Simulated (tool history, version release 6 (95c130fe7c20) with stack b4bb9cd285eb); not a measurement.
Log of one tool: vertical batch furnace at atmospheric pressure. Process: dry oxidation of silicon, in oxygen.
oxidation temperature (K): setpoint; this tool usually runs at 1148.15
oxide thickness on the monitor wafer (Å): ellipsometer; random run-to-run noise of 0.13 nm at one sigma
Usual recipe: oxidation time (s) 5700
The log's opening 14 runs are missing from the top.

run      day  oxidation temperature (K)  oxidation time (s)  read-back reference wafer on the same gauge, thickness  oxide thickness on the monitor wafer (Å)
 15   43.017                    1148.15                5700                                                   43.43                                     376.4
 16   45.138                    1148.15                5700                                                   43.42                                     376.5
 17   47.296                    1148.15                5700                                                   43.40                                     378.9
 18   50.375                    1148.15                5700                                                   43.39                                     379.8
      54.600  -- boat lift adjusted
 19   54.621                    1135.15                8070                                                   43.40                                     407.2
 20   57.512                    1129.15                5700                                                   43.40                                     336.5
 21   59.238                    1156.15                3510                                                   43.39                                     325.1
 22   61.562                    1148.15                5700                                                   43.40                                     381.7
 23   65.604                    1134.15                6930                                                   43.40                                     378.5
 24   69.775                    1148.15                5700                                                   43.39                                     382.4
 25   72.658                    1148.15                5700                                                   43.40                                     381.6
      75.471  -- thermocouples replaced and temperature profile calibrated
      77.788  -- gauge calibrated
 26   82.908                    1148.15                5700                                                   43.43                                     374.4
 27   85.204                    1148.15                7530                                                   43.39                                     426.7
 28   87.562                    1160.15                5700                                                   43.40                                     408.7
 29   89.517                    1161.15                3030                                                   43.41                                     312.1
 30   91.200                    1148.15                5700                                                   43.36                                     375.2
 31   95.133                    1134.15                6930                                                   43.41                                     370.7
 32   99.188                    1160.15                7860                                                   43.40                                     480.4
 33  101.662                    1159.15                8250                                                   43.41                                     487.9
 34  109.579                    1148.15                5700                                                   43.40                                     377.1
 35  114.004                    1160.15                8040                                                   43.37                                     484.9
 36  118.288                    1129.15                8490                                                   43.40                                     393.0
 37  120.054                    1133.15                7350                                                   43.38                                     379.9
 38  122.392                    1127.15                4680                                                   43.38                                     305.0

Alternative continuations, all from the tool just after run 38; predict every row:
  A  122.588                    1148.15                5700                                                       ?                                         ?
  B  122.588                    1148.15                6870                                                       ?                                         ?
  C  122.588                    1169.15                3270                                                       ?                                         ?
  D  122.588                    1139.15                3330                                                       ?                                         ?
  E  122.588                    1132.15                8010                                                       ?                                         ?

run  read-back reference wafer on the same gauge, thickness  oxide thickness on the monitor wafer (Å)
  A                                                   43.38                                     377.0
  B                                                   43.38                                     411.1
  C                                                   43.38                                     339.5
  D                                                   43.38                                     289.5
  E                                                   43.38                                     393.8
Without the tool's hidden state the same runs would have given:
run  oxide thickness on the monitor wafer (Å)
  A                                     374.7
  B                                     408.4
  C                                     337.7
  D                                     288.1
  E                                     391.2
